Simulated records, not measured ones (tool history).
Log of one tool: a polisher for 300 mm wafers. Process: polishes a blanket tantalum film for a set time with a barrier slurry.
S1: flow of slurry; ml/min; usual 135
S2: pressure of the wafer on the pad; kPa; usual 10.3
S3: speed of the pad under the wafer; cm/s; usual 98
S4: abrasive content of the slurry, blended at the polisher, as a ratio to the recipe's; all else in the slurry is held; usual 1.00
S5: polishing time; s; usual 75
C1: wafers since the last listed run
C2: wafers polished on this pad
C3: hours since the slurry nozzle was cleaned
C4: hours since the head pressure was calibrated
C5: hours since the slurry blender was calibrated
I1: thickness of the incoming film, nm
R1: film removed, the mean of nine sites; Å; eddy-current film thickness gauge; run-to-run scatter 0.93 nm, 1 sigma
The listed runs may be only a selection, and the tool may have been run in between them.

| run | hour | S1 | S2 | S3 | S4 | S5 | C1 | C2 | C3 | C4 | C5 | I1 | R1 |
|---|---|---|---|---|---|---|---|---|---|---|---|---|---|
| 1 | 0.0 | 135 | 12.4 | 98 | 1.00 | 75 | 0 | 1644 | 550.3 | 769.2 | 113.5 | 405.1 | 790 |
| 2 | 34.4 | 135 | 12.4 | 98 | 1.00 | 75 | 317 | 1962 | 584.7 | 803.6 | 147.9 | 399.0 | 794 |
|  | 89.9 | slurry nozzle cleaned |
| 3 | 103.8 | 135 | 10.3 | 106 | 1.00 | 75 | 631 | 2593 | 13.9 | 873.0 | 217.3 | 404.7 | 657 |
|  | 124.7 | worn pad replaced by a new one |
| 4 | 165.6 | 135 | 10.3 | 106 | 1.00 | 75 | 533 | 377 | 75.7 | 934.8 | 279.1 | 404.8 | 771 |
|  | 170.2 | slurry blender recalibrated |
| 5 | 198.4 | 135 | 10.3 | 98 | 1.00 | 75 | 284 | 661 | 108.5 | 967.6 | 28.2 | 397.1 | 710 |
| 6 | 249.4 | 135 | 10.3 | 98 | 1.00 | 75 | 470 | 1132 | 159.5 | 1018.6 | 79.2 | 398.3 | 687 |
| 7 | 275.7 | 135 | 10.3 | 98 | 1.00 | 65 | 242 | 1375 | 185.8 | 1044.9 | 105.5 | 407.7 | 583 |
| 8 | 341.8 | 135 | 10.3 | 98 | 1.00 | 75 | 610 | 1985 | 251.9 | 1111.0 | 171.6 | 405.5 | 657 |
| 9 | 401.2 | 135 | 10.3 | 98 | 1.00 | 75 | 548 | 2534 | 311.3 | 1170.4 | 231.0 | 397.5 | 619 |
|  | 432.0 | worn pad replaced by a new one |
|  | 452.0 | slurry blender recalibrated |
| 10 | 469.9 | 135 | 10.3 | 98 | 1.00 | 75 | 578 | 331 | 380.0 | 1239.1 | 17.9 | 396.4 | 710 |
| 11 | 507.5 | 135 | 10.3 | 98 | 1.00 | 75 | 347 | 678 | 417.6 | 1276.7 | 55.5 | 399.0 | 709 |
| 12 | 554.1 | 135 | 10.3 | 98 | 1.00 | 75 | 430 | 1108 | 464.2 | 1323.3 | 102.1 | 400.2 | 689 |
|  | 575.2 | head pressure recalibrated |
| 13 | 589.3 | 135 | 10.3 | 98 | 1.00 | 75 | 306 | 1415 | 499.4 | 14.1 | 137.3 | 402.4 | 763 |
| 14 | 630.3 | 135 | 10.3 | 98 | 0.85 | 75 | 378 | 1793 | 540.4 | 55.1 | 178.3 | 406.2 | 709 |
| 15 | 680.3 | 135 | 10.3 | 98 | 1.00 | 75 | 461 | 2255 | 590.4 | 105.1 | 228.3 | 407.8 | 711 |
|  | 709.9 | worn pad replaced by a new one |
|  | 743.4 | slurry blender recalibrated |
| 16 | 746.5 | 135 | 10.3 | 98 | 1.10 | 75 | 555 | 319 | 656.6 | 171.3 | 3.1 | 404.1 | 788 |
| 17 | 801.0 | 110 | 10.3 | 98 | 1.00 | 75 | 503 | 822 | 711.1 | 225.8 | 57.6 | 400.7 | 718 |
|  | 827.8 | slurry nozzle cleaned |
| 18 | 834.5 | 90 | 10.3 | 70 | 1.00 | 100 | 300 | 1122 | 6.7 | 259.3 | 91.1 | 404.8 | 655 |
| 19 | 897.0 | 135 | 10.3 | 98 | 1.00 | 75 | 576 | 1699 | 69.2 | 321.8 | 153.6 | 401.7 | 714 |
| 20 | 938.3 | 135 | 10.3 | 130 | 0.75 | 75 | 381 | 2080 | 110.5 | 363.1 | 194.9 | 403.6 | 817 |
| 21 | 993.4 | 135 | 9.0 | 98 | 1.00 | 75 | 508 | 2589 | 165.6 | 418.2 | 250.0 | 407.9 | 566 |
|  | 1015.3 | worn pad replaced by a new one |
| 22 | 1033.2 | 160 | 12.4 | 124 | 1.00 | 52 | 330 | 164 | 205.4 | 458.0 | 289.8 | 400.3 | 793 |
|  | 1050.0 | slurry blender recalibrated |
| 23 | 1066.7 | 180 | 10.3 | 98 | 1.00 | 60 | 290 | 455 | 238.9 | 491.5 | 16.7 | 398.1 | 626 |
| 24 | 1131.0 | 135 | 10.3 | 98 | 1.00 | 75 | 593 | 1049 | 303.2 | 555.8 | 81.0 | 394.0 | 714 |
| 25 | 1180.6 | 135 | 10.3 | 98 | 1.00 | 75 | 457 | 1507 | 352.8 | 605.4 | 130.6 | 400.7 | 698 |
| 26 | 1204.8 | 135 | 9.0 | 98 | 1.00 | 66 | 223 | 1730 | 377.0 | 629.6 | 154.8 | 395.9 | 534 |
| 27 | 1261.5 | 135 | 10.3 | 98 | 1.00 | 75 | 523 | 2254 | 433.7 | 686.3 | 211.5 | 406.6 | 672 |
|  | 1273.9 | worn pad replaced by a new one |
| 28 | 1309.9 | 175 | 10.3 | 98 | 1.00 | 75 | 409 | 332 | 482.1 | 734.7 | 259.9 | 395.6 | 780 |
|  | 1343.3 | slurry blender recalibrated |
| 29 | 1361.4 | 135 | 13.1 | 98 | 1.00 | 75 | 456 | 789 | 533.6 | 786.2 | 18.1 | 404.7 | 904 |

Each run again, without the hidden state but with its own random variation kept:
Hidden state at play: removal rate lost through wear of the pad, %; slurry flow missing at the pad, %; deviation of the head's pressure from its setpoint, %; abrasive missing from the slurry, %.
| run | R1 |
|---|---|
| 1 | 932 |
| 2 | 961 |
| 3 | 848 |
| 4 | 874 |
| 5 | 810 |
| 6 | 798 |
| 7 | 687 |
| 8 | 807 |
| 9 | 804 |
| 10 | 804 |
| 11 | 809 |
| 12 | 799 |
| 13 | 798 |
| 14 | 767 |
| 15 | 809 |
| 16 | 817 |
| 17 | 759 |
| 18 | 704 |
| 19 | 800 |
| 20 | 948 |
| 21 | 695 |
| 22 | 855 |
| 23 | 679 |
| 24 | 793 |
| 25 | 796 |
| 26 | 619 |
| 27 | 816 |
| 28 | 858 |
| 29 | 1007 |

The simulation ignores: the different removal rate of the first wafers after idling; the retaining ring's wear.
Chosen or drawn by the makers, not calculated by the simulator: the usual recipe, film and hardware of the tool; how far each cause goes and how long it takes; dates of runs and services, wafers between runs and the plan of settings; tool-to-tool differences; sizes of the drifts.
